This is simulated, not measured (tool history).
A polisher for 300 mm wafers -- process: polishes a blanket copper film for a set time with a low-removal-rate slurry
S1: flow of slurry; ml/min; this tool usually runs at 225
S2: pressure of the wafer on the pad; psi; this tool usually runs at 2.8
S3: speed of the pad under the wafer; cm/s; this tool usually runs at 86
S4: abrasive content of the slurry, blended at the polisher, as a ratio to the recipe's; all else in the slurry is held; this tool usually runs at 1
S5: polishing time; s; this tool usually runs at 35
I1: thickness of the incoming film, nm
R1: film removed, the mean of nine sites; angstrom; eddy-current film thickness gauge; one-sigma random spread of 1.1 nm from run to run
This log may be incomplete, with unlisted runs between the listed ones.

run	hour	S1	S2	S3	S4	S5	I1	R1
1	0	225	2.8	86	1	35	1028.9	896
# hour 17.9: worn pad replaced by a new one
2	56.8	225	2.8	86	1	35	1035.8	972
# hour 92.2: head pressure recalibrated
3	100.5	225	2.8	86	1	35	1004	956
# hour 154.3: slurry nozzle cleaned
4	156.1	225	2.8	86	1	35	1029.9	934
5	189.3	225	3.5	86	1	43	1018.7	1310
6	231.8	175	2.3	86	1.2	28	1025.5	644
7	270	225	2.8	64	1	40	1025.7	759
8	339.4	225	2.8	116	1.2	35	1032.2	1244
9	391.9	225	2.8	86	1	35	1023.9	873
# hour 446.8: slurry blender recalibrated
10	448.1	225	2.8	86	0.75	35	1014.4	811
# hour 494.1: worn pad replaced by a new one
11	511.1	225	2.8	86	1.1	29	1028.1	849
12	571.3	170	2.8	58	1	43	1032.2	799
13	596.5	225	3.2	86	1.3	29	1019.2	925
14	623.5	225	2.8	86	1	35	1023.2	947
15	690.5	225	2.8	86	0.9	35	1006.6	912
# hour 717.8: slurry nozzle cleaned
16	731.7	225	2.8	86	1	35	1023.1	926
17	799.4	170	2.2	86	1	35	1010.1	772
18	851.4	245	3.2	76	0.85	35	1012.4	837
# hour 909.2: head pressure recalibrated
19	912.4	250	2.4	114	1	39	1012.9	1210
# hour 968.8: slurry blender recalibrated
# hour 972.1: worn pad replaced by a new one
20	978	225	2.8	98	1.3	40	1008.8	1379
21	1028.9	225	2.8	86	1	35	1026.9	977
22	1062.5	225	2.3	86	0.8	35	1032.4	816
23	1120.9	225	2.8	104	1	35	1018	1137
24	1181.7	225	2.8	86	1	35	1022.2	926
25	1211.9	285	2.8	86	1	26	1007	685
26	1261.5	225	3.6	76	1	31	1013.6	833
# hour 1305.3: slurry nozzle cleaned
27	1315.8	225	2.8	86	1	35	1014.1	903
# hour 1456.4: worn pad replaced by a new one
28	1491	225	2.8	86	1	35	1025	993
29	1535.6	225	2.8	86	1	35	1002.7	940

Below are 5 alternative next runs, each starting from the tool's condition after run 29. Predict each:
A	1536	225	2.8	86	1	32	1036.3	?
B	1536	225	2.8	102	1	35	1036.3	?
C	1536	255	1.8	86	0.85	35	1036.3	?
D	1536	145	2.8	86	1	35	1036.3	?
E	1536	225	3.8	76	1	35	1036.3	?

run	R1
A	872
B	1132
C	730
D	915
E	1024
With the hidden condition removed and each run's random variation left untouched, the same runs would have given:
run	R1
A	931
B	1207
C	778
D	976
E	1092

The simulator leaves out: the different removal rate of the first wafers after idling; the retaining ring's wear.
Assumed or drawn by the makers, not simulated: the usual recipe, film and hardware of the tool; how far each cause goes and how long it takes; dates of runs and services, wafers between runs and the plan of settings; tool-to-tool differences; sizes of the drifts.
